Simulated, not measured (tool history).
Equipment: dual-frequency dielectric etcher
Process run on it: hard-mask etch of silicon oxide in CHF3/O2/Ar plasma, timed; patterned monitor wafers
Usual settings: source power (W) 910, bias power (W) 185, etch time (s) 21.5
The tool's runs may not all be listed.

| run | hour | source power (W) | bias power (W) | etch time (s) | read-back reference wafer on the same gauge, depth_nm | mean etch depth across the wafer (Å) |
|---|---|---|---|---|---|---|
| 1 | 0 | 1030 | 185 | 21.5 | 64 | 578 |
| 2 | 15.4 | 1030 | 185 | 21.5 | 64 | 578 |
| 3 | 47.4 | 1030 | 185 | 21.5 | 64 | 576 |
| 4 | 77.3 | 910 | 185 | 21.5 | 64 | 564 |
| 5 | 109.4 | 910 | 185 | 21.5 | 64 | 562 |
| 6 | 125.5 | 910 | 185 | 21.5 | 64 | 563 |
| 7 | 145.5 | 910 | 185 | 21.5 | 64 | 562 |
| 8 | 177.9 | 860 | 185 | 21.5 | 64 | 556 |
| 9 | 201.9 | 860 | 185 | 21.5 | 64 | 555 |
| 10 | 235.3 | 860 | 185 | 21.5 | 64 | 555 |
| 11 | 276.2 | 910 | 185 | 21.5 | 64 | 558 |
| 12 | 286.9 | 910 | 185 | 21.5 | 64 | 560 |
| 13 | 299.1 | 910 | 185 | 21.5 | 64 | 559 |
| 14 | 333 | 910 | 185 | 21.5 | 64 | 561 |
| 15 | 345.8 | 910 | 173 | 21.5 | 64 | 542 |
| 16 | 362.3 | 910 | 152 | 23.5 | 64 | 554 |
| 17 | 395.6 | 910 | 185 | 18.5 | 64 | 493 |
| 18 | 429 | 1030 | 185 | 21.5 | 64 | 590 |
| 19 | 451.3 | 970 | 185 | 21.5 | 64 | 583 |
| 20 | 467.6 | 740 | 172 | 27 | 64 | 668 |
| 21 | 479.8 | 840 | 185 | 21.5 | 64 | 566 |
| 22 | 504 | 910 | 162 | 21.5 | 64 | 539 |
| 23 | 547.9 | 760 | 142 | 27.5 | 64 | 618 |
| 24 | 559 | 720 | 143 | 27.5 | 64 | 616 |
| 25 | 581 | 1020 | 166 | 24.5 | 64 | 638 |
| 26 | 596.6 | 1000 | 185 | 21.5 | 64 | 589 |
| 27 | 610.3 | 990 | 185 | 25.5 | 64 | 695 |
| 28 | 641.9 | 910 | 185 | 21.5 | 64 | 577 |
| 29 | 662.1 | 910 | 185 | 21.5 | 64 | 577 |
| 30 | 715.1 | 910 | 185 | 21.5 | 64 | 572 |
| 31 | 715.8 | 910 | 154 | 21.5 | 64 | 522 |

Between the runs listed above, the log contained 6 entries, not reproduced here. Where in the sequence does each belong, and how does what the log doesn't record of the tool's condition differ from the listed run before to the listed run after?
Logged between run 10 and run 11: gauge calibrated (hour 262.7); wet clean of the chamber (hour 275.7)
  etch rate over this chamber's usual, %: 0.578 -> 0.0232; bias power that arrives over what is set, %: -4.06 -> -4.17
  difference, measured minus the result without the unlogged condition, mean etch depth across the wafer (Å): -8 -> -12
Logged between run 13 and run 14: source power generator calibrated (hour 308)
  etch rate over this chamber's usual, %: 0.0614 -> 0.118; bias power that arrives over what is set, %: -4.24 -> -4.33
  difference, measured minus the result without the unlogged condition, mean etch depth across the wafer (Å): -12 -> -11
Logged between run 16 and run 17: bias power generator calibrated (hour 392.7)
  etch rate over this chamber's usual, %: 0.167 -> 0.222; bias power that arrives over what is set, %: -4.42 -> 0.798
  difference, measured minus the result without the unlogged condition, mean etch depth across the wafer (Å): -11 -> +3
Logged between run 22 and run 23: upper electrode replaced (hour 547.4)
  etch rate over this chamber's usual, %: 0.403 -> 0.476; bias power that arrives over what is set, %: 0.791 -> 0.785
  difference, measured minus the result without the unlogged condition, mean etch depth across the wafer (Å): +4 -> +5
Logged between run 29 and run 30: wet clean of the chamber (hour 714.6)
  etch rate over this chamber's usual, %: 0.667 -> -0.119; bias power that arrives over what is set, %: 0.76 -> 0.743
  difference, measured minus the result without the unlogged condition, mean etch depth across the wafer (Å): +6 -> +1
